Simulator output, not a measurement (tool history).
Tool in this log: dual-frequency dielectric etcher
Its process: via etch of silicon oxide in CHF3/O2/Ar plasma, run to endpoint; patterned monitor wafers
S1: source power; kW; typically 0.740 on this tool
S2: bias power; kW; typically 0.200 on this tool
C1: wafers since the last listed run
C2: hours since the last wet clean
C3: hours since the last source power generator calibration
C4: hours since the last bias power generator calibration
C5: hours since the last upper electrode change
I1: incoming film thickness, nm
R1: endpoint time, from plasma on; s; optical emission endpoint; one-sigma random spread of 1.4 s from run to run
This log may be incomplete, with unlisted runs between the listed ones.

{"run": 1, "hour": 0.0, "S1": 0.65, "S2": 0.2, "C1": 0, "C2": 167.7, "C3": 2092.9, "C4": 3016.3, "C5": 4853.3, "I1": 592.3, "R1": 279.7}
{"run": 2, "hour": 16.2, "S1": 0.65, "S2": 0.2, "C1": 99, "C2": 183.9, "C3": 2109.1, "C4": 3032.5, "C5": 4869.5, "I1": 593.8, "R1": 280.7}
{"run": 3, "hour": 38.4, "S1": 0.65, "S2": 0.2, "C1": 136, "C2": 206.1, "C3": 2131.3, "C4": 3054.7, "C5": 4891.7, "I1": 583.2, "R1": 273.1}
{"run": 4, "hour": 53.5, "S1": 0.74, "S2": 0.2, "C1": 92, "C2": 221.2, "C3": 2146.4, "C4": 3069.8, "C5": 4906.8, "I1": 587.0, "R1": 255.7}
{"run": 5, "hour": 74.5, "S1": 0.74, "S2": 0.2, "C1": 129, "C2": 242.2, "C3": 2167.4, "C4": 3090.8, "C5": 4927.8, "I1": 587.5, "R1": 254.3}
{"run": 6, "hour": 101.2, "S1": 0.74, "S2": 0.2, "C1": 164, "C2": 268.9, "C3": 2194.1, "C4": 3117.5, "C5": 4954.5, "I1": 585.5, "R1": 253.2}
{"run": 7, "hour": 134.8, "S1": 0.74, "S2": 0.2, "C1": 206, "C2": 302.5, "C3": 2227.7, "C4": 3151.1, "C5": 4988.1, "I1": 583.7, "R1": 249.2}
{"run": 8, "hour": 165.0, "S1": 0.65, "S2": 0.18, "C1": 185, "C2": 332.7, "C3": 2257.9, "C4": 3181.3, "C5": 5018.3, "I1": 591.1, "R1": 281.2}
{"run": 9, "hour": 239.4, "S1": 0.74, "S2": 0.2, "C1": 458, "C2": 407.1, "C3": 2332.3, "C4": 3255.7, "C5": 5092.7, "I1": 581.8, "R1": 249.5}
{"run": 10, "hour": 252.5, "S1": 0.74, "S2": 0.2, "C1": 80, "C2": 420.2, "C3": 2345.4, "C4": 3268.8, "C5": 5105.8, "I1": 584.4, "R1": 252.4}
{"run": 11, "hour": 287.4, "S1": 0.74, "S2": 0.2, "C1": 214, "C2": 455.1, "C3": 2380.3, "C4": 3303.7, "C5": 5140.7, "I1": 584.4, "R1": 251.9}
{"run": 12, "hour": 310.1, "S1": 0.74, "S2": 0.2, "C1": 139, "C2": 477.8, "C3": 2403.0, "C4": 3326.4, "C5": 5163.4, "I1": 583.0, "R1": 247.4}
{"run": 13, "hour": 332.7, "S1": 0.74, "S2": 0.226, "C1": 139, "C2": 500.4, "C3": 2425.6, "C4": 3349.0, "C5": 5186.0, "I1": 583.0, "R1": 239.8}
{"run": 14, "hour": 353.4, "S1": 0.58, "S2": 0.18, "C1": 127, "C2": 521.1, "C3": 2446.3, "C4": 3369.7, "C5": 5206.7, "I1": 583.1, "R1": 294.4}
{"hour": 390.0, "done": "wet clean of the chamber"}
{"run": 15, "hour": 390.5, "S1": 0.64, "S2": 0.151, "C1": 80, "C2": 0.5, "C3": 2483.4, "C4": 3406.8, "C5": 5243.8, "I1": 589.1, "R1": 284.5}
{"run": 16, "hour": 391.0, "S1": 0.88, "S2": 0.176, "C1": 3, "C2": 1.0, "C3": 2483.9, "C4": 3407.3, "C5": 5244.3, "I1": 582.6, "R1": 229.7}
{"run": 17, "hour": 449.5, "S1": 0.74, "S2": 0.2, "C1": 360, "C2": 59.5, "C3": 2542.4, "C4": 3465.8, "C5": 5302.8, "I1": 587.9, "R1": 243.6}
{"hour": 465.3, "done": "source power generator calibrated"}
{"hour": 491.0, "done": "wet clean of the chamber, repeated, since the last time left the tool worse"}
{"run": 18, "hour": 491.5, "S1": 0.6, "S2": 0.176, "C1": 86, "C2": 0.5, "C3": 26.2, "C4": 3507.8, "C5": 5344.8, "I1": 588.7, "R1": 304.5}
{"run": 19, "hour": 491.9, "S1": 0.82, "S2": 0.165, "C1": 2, "C2": 0.9, "C3": 26.6, "C4": 3508.2, "C5": 5345.2, "I1": 589.3, "R1": 257.2}
{"run": 20, "hour": 509.4, "S1": 0.74, "S2": 0.2, "C1": 107, "C2": 18.4, "C3": 44.1, "C4": 3525.7, "C5": 5362.7, "I1": 589.5, "R1": 258.4}
{"hour": 526.2, "done": "bias power generator calibrated"}
{"run": 21, "hour": 527.7, "S1": 0.74, "S2": 0.2, "C1": 88, "C2": 36.7, "C3": 62.4, "C4": 1.5, "C5": 5381.0, "I1": 589.6, "R1": 257.7}
{"run": 22, "hour": 546.7, "S1": 0.85, "S2": 0.214, "C1": 116, "C2": 55.7, "C3": 81.4, "C4": 20.5, "C5": 5400.0, "I1": 589.6, "R1": 232.7}
{"hour": 570.8, "done": "upper electrode replaced"}
{"run": 23, "hour": 573.6, "S1": 0.74, "S2": 0.181, "C1": 17, "C2": 82.6, "C3": 108.3, "C4": 47.4, "C5": 2.8, "I1": 587.9, "R1": 265.4}
{"run": 24, "hour": 589.4, "S1": 0.65, "S2": 0.2, "C1": 97, "C2": 98.4, "C3": 124.1, "C4": 63.2, "C5": 18.6, "I1": 581.6, "R1": 272.3}
{"run": 25, "hour": 659.8, "S1": 0.74, "S2": 0.2, "C1": 433, "C2": 168.8, "C3": 194.5, "C4": 133.6, "C5": 89.0, "I1": 586.9, "R1": 255.1}
{"run": 26, "hour": 695.1, "S1": 0.74, "S2": 0.221, "C1": 217, "C2": 204.1, "C3": 229.8, "C4": 168.9, "C5": 124.3, "I1": 580.2, "R1": 244.4}
{"run": 27, "hour": 719.4, "S1": 0.6, "S2": 0.177, "C1": 149, "C2": 228.4, "C3": 254.1, "C4": 193.2, "C5": 148.6, "I1": 583.2, "R1": 291.5}

Alternative continuations, all from the tool just after run 27; predict every row:
{"run": "A", "hour": 719.9, "S1": 0.57, "S2": 0.2, "C1": 3, "C2": 228.9, "C3": 254.6, "C4": 193.7, "C5": 149.1, "I1": 581.0, "R1": "?"}
{"run": "B", "hour": 719.9, "S1": 0.6, "S2": 0.244, "C1": 3, "C2": 228.9, "C3": 254.6, "C4": 193.7, "C5": 149.1, "I1": 581.0, "R1": "?"}
{"run": "C", "hour": 719.9, "S1": 0.79, "S2": 0.219, "C1": 3, "C2": 228.9, "C3": 254.6, "C4": 193.7, "C5": 149.1, "I1": 581.0, "R1": "?"}
{"run": "D", "hour": 719.9, "S1": 0.69, "S2": 0.224, "C1": 3, "C2": 228.9, "C3": 254.6, "C4": 193.7, "C5": 149.1, "I1": 581.0, "R1": "?"}
{"run": "E", "hour": 719.9, "S1": 0.62, "S2": 0.158, "C1": 3, "C2": 228.9, "C3": 254.6, "C4": 193.7, "C5": 149.1, "I1": 581.0, "R1": "?"}

run=A R1=295.0
run=B R1=269.7
run=C R1=237.5
run=D R1=254.5
run=E R1=298.0
Stripped of hidden state, with their random variation kept, the same runs would have yielded:
run=A R1=300.7
run=B R1=274.9
run=C R1=242.1
run=D R1=259.4
run=E R1=303.7
